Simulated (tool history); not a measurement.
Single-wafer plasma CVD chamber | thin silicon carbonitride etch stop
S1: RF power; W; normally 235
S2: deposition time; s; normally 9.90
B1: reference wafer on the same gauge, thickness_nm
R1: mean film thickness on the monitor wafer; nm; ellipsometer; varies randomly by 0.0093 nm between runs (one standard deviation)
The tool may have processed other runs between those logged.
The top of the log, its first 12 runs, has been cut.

Run 13, hour 276.5: usual settings; B1 6.832. Result: R1 6.094 nm.
Run 14, hour 311.7: usual settings but S1 255 W; B1 6.832. Result: R1 6.180 nm.
Run 15, hour 325.2: usual settings; B1 6.830. Result: R1 6.116 nm.
Run 16, hour 355.2: usual settings; B1 6.830. Result: R1 6.077 nm.
At hour 365.1: gauge calibrated.
Run 17, hour 373.1: usual settings; B1 6.828. Result: R1 6.078 nm.
Run 18, hour 387.6: usual settings but S1 205 W, S2 8.42 s; B1 6.830. Result: R1 5.074 nm.
Run 19, hour 417.6: usual settings but S1 200 W, S2 11.22 s; B1 6.829. Result: R1 6.750 nm.
Run 20, hour 429.6: usual settings but S1 250 W, S2 10.43 s; B1 6.830. Result: R1 6.485 nm.
Run 21, hour 446.7: usual settings but S2 8.35 s; B1 6.829. Result: R1 5.145 nm.
Run 22, hour 474.0: usual settings but S1 260 W, S2 10.57 s; B1 6.831. Result: R1 6.627 nm.
Run 23, hour 503.1: usual settings but S1 265 W, S2 9.06 s; B1 6.831. Result: R1 5.701 nm.
Run 24, hour 527.1: usual settings but S1 195 W, S2 11.22 s; B1 6.830. Result: R1 6.711 nm.
Run 25, hour 552.4: usual settings but S1 205 W, S2 8.78 s; B1 6.832. Result: R1 5.287 nm.
At hour 581.3: showerhead replaced.
Run 26, hour 583.2: usual settings but S1 275 W, S2 11.59 s; B1 6.829. Result: R1 7.328 nm.
Run 27, hour 615.6: usual settings but S1 265 W, S2 8.87 s; B1 6.830. Result: R1 5.582 nm.
Run 28, hour 632.5: usual settings; B1 6.828. Result: R1 6.088 nm.
At hour 648.5: RF generator calibrated.
At hour 651.3: thermocouple changed; heater temperature recalibrated.
Run 29, hour 651.8: usual settings but S1 215 W; B1 6.827. Result: R1 6.077 nm.
Run 30, hour 669.4: usual settings but S1 200 W, S2 11.39 s; B1 6.830. Result: R1 6.929 nm.
Run 31, hour 683.7: usual settings but S2 7.96 s; B1 6.829. Result: R1 4.948 nm.
Run 32, hour 712.0: usual settings but S1 250 W, S2 10.77 s; B1 6.831. Result: R1 6.778 nm.
Run 33, hour 746.1: usual settings but S1 280 W; B1 6.831. Result: R1 6.339 nm.
Run 34, hour 767.0: usual settings but S1 210 W, S2 11.29 s; B1 6.831. Result: R1 6.889 nm.
Run 35, hour 792.3: usual settings; B1 6.829. Result: R1 6.150 nm.
Run 36, hour 817.7: usual settings; B1 6.829. Result: R1 6.159 nm.
At hour 836.0: gauge calibrated.
Run 37, hour 843.5: usual settings but S1 250 W; B1 6.833. Result: R1 6.218 nm.

Branching from run 37: 3 alternative next runs. What would each branch give?
Run A, hour 843.9: usual settings; B1 ?. Result: R1 ?.
Run B, hour 843.9: usual settings but S1 245 W, S2 8.03 s; B1 ?. Result: R1 ?.
Run C, hour 843.9: usual settings but S1 255 W, S2 10.63 s; B1 ?. Result: R1 ?.

run     B1     R1
  A  6.829  6.144
  B  6.829  5.017
  C  6.829  6.686
Had the tool no hidden state, the same runs would have come out as:
run     R1
  A  6.172
  B  5.040
  C  6.717
